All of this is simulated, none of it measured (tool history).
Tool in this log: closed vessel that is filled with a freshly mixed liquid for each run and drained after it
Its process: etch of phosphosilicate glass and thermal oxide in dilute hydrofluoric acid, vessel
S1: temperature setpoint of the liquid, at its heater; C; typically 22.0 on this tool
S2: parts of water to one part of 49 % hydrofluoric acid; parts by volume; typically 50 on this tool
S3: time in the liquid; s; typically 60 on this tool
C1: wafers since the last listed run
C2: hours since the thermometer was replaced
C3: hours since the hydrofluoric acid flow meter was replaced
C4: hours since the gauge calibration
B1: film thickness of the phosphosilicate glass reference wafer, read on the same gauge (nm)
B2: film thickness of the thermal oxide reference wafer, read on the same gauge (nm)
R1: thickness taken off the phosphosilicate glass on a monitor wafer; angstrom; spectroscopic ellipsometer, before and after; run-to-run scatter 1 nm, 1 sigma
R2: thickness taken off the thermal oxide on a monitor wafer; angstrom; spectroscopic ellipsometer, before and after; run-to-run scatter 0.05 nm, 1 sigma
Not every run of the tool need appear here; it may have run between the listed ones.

run 1 day=0.000 | S1=22.0 S2=50 S3=60 | C1=0 C2=638.5 C3=1758.8 C4=198.7 | B1=110.00 B2=150.04 | R1=1690.6 R2=50.9
run 2 day=1.121 | S1=22.0 S2=50 S3=60 | C1=3645 C2=665.4 C3=1785.7 C4=225.6 | B1=110.02 B2=149.99 | R1=1689.9 R2=51.1
run 3 day=1.871 | S1=22.0 S2=50 S3=60 | C1=2439 C2=683.4 C3=1803.7 C4=243.6 | B1=109.99 B2=150.02 | R1=1698.1 R2=50.3
run 4 day=2.488 | S1=22.0 S2=50 S3=60 | C1=2005 C2=698.2 C3=1818.5 C4=258.4 | B1=110.00 B2=150.04 | R1=1680.4 R2=50.4
run 5 day=3.142 | S1=22.0 S2=50 S3=60 | C1=2127 C2=713.9 C3=1834.2 C4=274.1 | B1=110.03 B2=150.02 | R1=1666.5 R2=50.9
run 6 day=3.808 | S1=24.0 S2=50 S3=60 | C1=2168 C2=729.9 C3=1850.2 C4=290.1 | B1=109.99 B2=150.02 | R1=1831.0 R2=54.6
run 7 day=4.333 | S1=24.0 S2=50 S3=60 | C1=1707 C2=742.5 C3=1862.8 C4=302.7 | B1=110.02 B2=150.03 | R1=1828.9 R2=54.3
-- day=4.646 thermometer replaced
run 8 day=5.762 | S1=24.0 S2=50 S3=60 | C1=4513 C2=26.8 C3=1897.1 C4=337.0 | B1=110.03 B2=149.98 | R1=1728.7 R2=52.1
-- day=6.371 gauge calibrated
run 9 day=6.479 | S1=22.0 S2=60 S3=80 | C1=2331 C2=44.0 C3=1914.3 C4=2.6 | B1=110.01 B2=150.01 | R1=1738.1 R2=52.2
-- day=7.646 thermometer replaced, repeated, since the last time left the tool worse
run 10 day=7.667 | S1=22.0 S2=45 S3=45 | C1=3727 C2=0.5 C3=1942.8 C4=31.1 | B1=109.98 B2=150.01 | R1=1518.0 R2=45.4
run 11 day=8.500 | S1=22.0 S2=50 S3=60 | C1=2710 C2=20.5 C3=1962.8 C4=51.1 | B1=109.95 B2=150.01 | R1=1803.1 R2=54.6
run 12 day=9.100 | S1=19.5 S2=50 S3=30 | C1=1951 C2=34.9 C3=1977.2 C4=65.5 | B1=110.04 B2=150.00 | R1=817.0 R2=24.2
run 13 day=9.812 | S1=22.0 S2=50 S3=75 | C1=2317 C2=52.0 C3=1994.3 C4=82.6 | B1=109.98 B2=149.98 | R1=2245.2 R2=67.9
run 14 day=11.188 | S1=22.0 S2=50 S3=60 | C1=4472 C2=85.0 C3=2027.3 C4=115.6 | B1=109.99 B2=149.97 | R1=1783.5 R2=54.8
-- day=11.304 hydrofluoric acid flow meter replaced
run 15 day=12.150 | S1=23.5 S2=50 S3=60 | C1=2995 C2=108.1 C3=20.3 C4=138.7 | B1=110.01 B2=150.01 | R1=1907.9 R2=58.2
run 16 day=13.158 | S1=26.0 S2=45 S3=80 | C1=3279 C2=132.3 C3=44.5 C4=162.9 | B1=110.02 B2=149.98 | R1=3145.2 R2=94.4
run 17 day=14.183 | S1=18.5 S2=40 S3=60 | C1=3334 C2=156.9 C3=69.1 C4=187.5 | B1=109.98 B2=149.99 | R1=1942.1 R2=59.6

Here are 3 independent what-if runs from the current tool condition. What would each one return?
run A day=14.212 | S1=22.0 S2=50 S3=45 | C1=94 C2=157.6 C3=69.8 C4=188.2 | B1=? B2=? | R1=? R2=?
run B day=14.212 | S1=22.0 S2=50 S3=40 | C1=94 C2=157.6 C3=69.8 C4=188.2 | B1=? B2=? | R1=? R2=?
run C day=14.212 | S1=26.0 S2=60 S3=40 | C1=94 C2=157.6 C3=69.8 C4=188.2 | B1=? B2=? | R1=? R2=?

run=A B1=110.03 B2=150.01 R1=1351.4 R2=40.5
run=B B1=110.03 B2=150.01 R1=1201.2 R2=36.0
run=C B1=110.03 B2=150.01 R1=1164.9 R2=34.9
Take away the tool's hidden state, keep each run's random variation, and the runs would have read:
run=A R1=1380.0 R2=41.3
run=B R1=1226.6 R2=36.7
run=C R1=1188.6 R2=35.6

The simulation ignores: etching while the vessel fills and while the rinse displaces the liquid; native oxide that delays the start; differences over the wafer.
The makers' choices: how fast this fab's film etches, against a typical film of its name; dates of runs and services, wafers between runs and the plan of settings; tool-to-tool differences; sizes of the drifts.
